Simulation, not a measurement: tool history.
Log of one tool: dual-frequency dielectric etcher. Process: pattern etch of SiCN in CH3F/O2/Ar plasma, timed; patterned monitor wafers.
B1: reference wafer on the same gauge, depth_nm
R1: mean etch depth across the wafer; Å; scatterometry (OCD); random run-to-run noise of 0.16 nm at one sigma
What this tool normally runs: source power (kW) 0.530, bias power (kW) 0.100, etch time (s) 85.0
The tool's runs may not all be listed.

run 1 hour=0.0 | source_power_(kW)=0.530 bias_power_(kW)=0.100 etch_time_(s)=85.0 | B1=47.76 | R1=382.0
run 2 hour=15.9 | source_power_(kW)=0.530 bias_power_(kW)=0.100 etch_time_(s)=85.0 | B1=47.75 | R1=383.5
run 3 hour=29.4 | source_power_(kW)=0.530 bias_power_(kW)=0.100 etch_time_(s)=85.0 | B1=47.77 | R1=380.7
run 4 hour=44.4 | source_power_(kW)=0.530 bias_power_(kW)=0.113 etch_time_(s)=85.0 | B1=47.71 | R1=401.9
run 5 hour=55.9 | source_power_(kW)=0.530 bias_power_(kW)=0.113 etch_time_(s)=85.0 | B1=47.73 | R1=399.6
-- hour=72.1 gauge calibrated
-- hour=82.4 source power generator calibrated
-- hour=86.3 bias power generator calibrated
-- hour=92.6 upper electrode replaced
run 6 hour=93.1 | source_power_(kW)=0.530 bias_power_(kW)=0.100 etch_time_(s)=85.0 | B1=47.81 | R1=378.2
run 7 hour=93.4 | source_power_(kW)=0.530 bias_power_(kW)=0.100 etch_time_(s)=85.0 | B1=47.65 | R1=380.6
run 8 hour=94.7 | source_power_(kW)=0.570 bias_power_(kW)=0.100 etch_time_(s)=99.5 | B1=47.66 | R1=455.7
-- hour=131.8 wet clean of the chamber
run 9 hour=132.3 | source_power_(kW)=0.590 bias_power_(kW)=0.122 etch_time_(s)=110.5 | B1=47.66 | R1=589.2
run 10 hour=132.6 | source_power_(kW)=0.410 bias_power_(kW)=0.117 etch_time_(s)=98.0 | B1=47.61 | R1=434.7
run 11 hour=133.0 | source_power_(kW)=0.530 bias_power_(kW)=0.091 etch_time_(s)=98.0 | B1=47.75 | R1=442.2
run 12 hour=141.3 | source_power_(kW)=0.530 bias_power_(kW)=0.100 etch_time_(s)=85.0 | B1=47.71 | R1=397.9
run 13 hour=151.9 | source_power_(kW)=0.460 bias_power_(kW)=0.125 etch_time_(s)=101.0 | B1=47.76 | R1=485.5
run 14 hour=162.9 | source_power_(kW)=0.570 bias_power_(kW)=0.121 etch_time_(s)=92.5 | B1=47.74 | R1=484.5
run 15 hour=178.5 | source_power_(kW)=0.590 bias_power_(kW)=0.080 etch_time_(s)=85.0 | B1=47.66 | R1=380.6

Below are 4 alternative next runs, each starting from the tool's condition after run 15. Predict each:
run A hour=178.9 | source_power_(kW)=0.530 bias_power_(kW)=0.100 etch_time_(s)=63.5 | B1=? | R1=?
run B hour=178.9 | source_power_(kW)=0.530 bias_power_(kW)=0.085 etch_time_(s)=98.5 | B1=? | R1=?
run C hour=178.9 | source_power_(kW)=0.570 bias_power_(kW)=0.119 etch_time_(s)=62.0 | B1=? | R1=?
run D hour=178.9 | source_power_(kW)=0.470 bias_power_(kW)=0.086 etch_time_(s)=67.5 | B1=? | R1=?

run=A B1=47.76 R1=297.7
run=B B1=47.76 R1=432.6
run=C B1=47.76 R1=322.1
run=D B1=47.76 R1=282.1
With the hidden condition removed and each run's random variation left untouched, the same runs would have given:
run=A R1=300.1
run=B R1=436.0
run=C R1=324.7
run=D R1=284.3
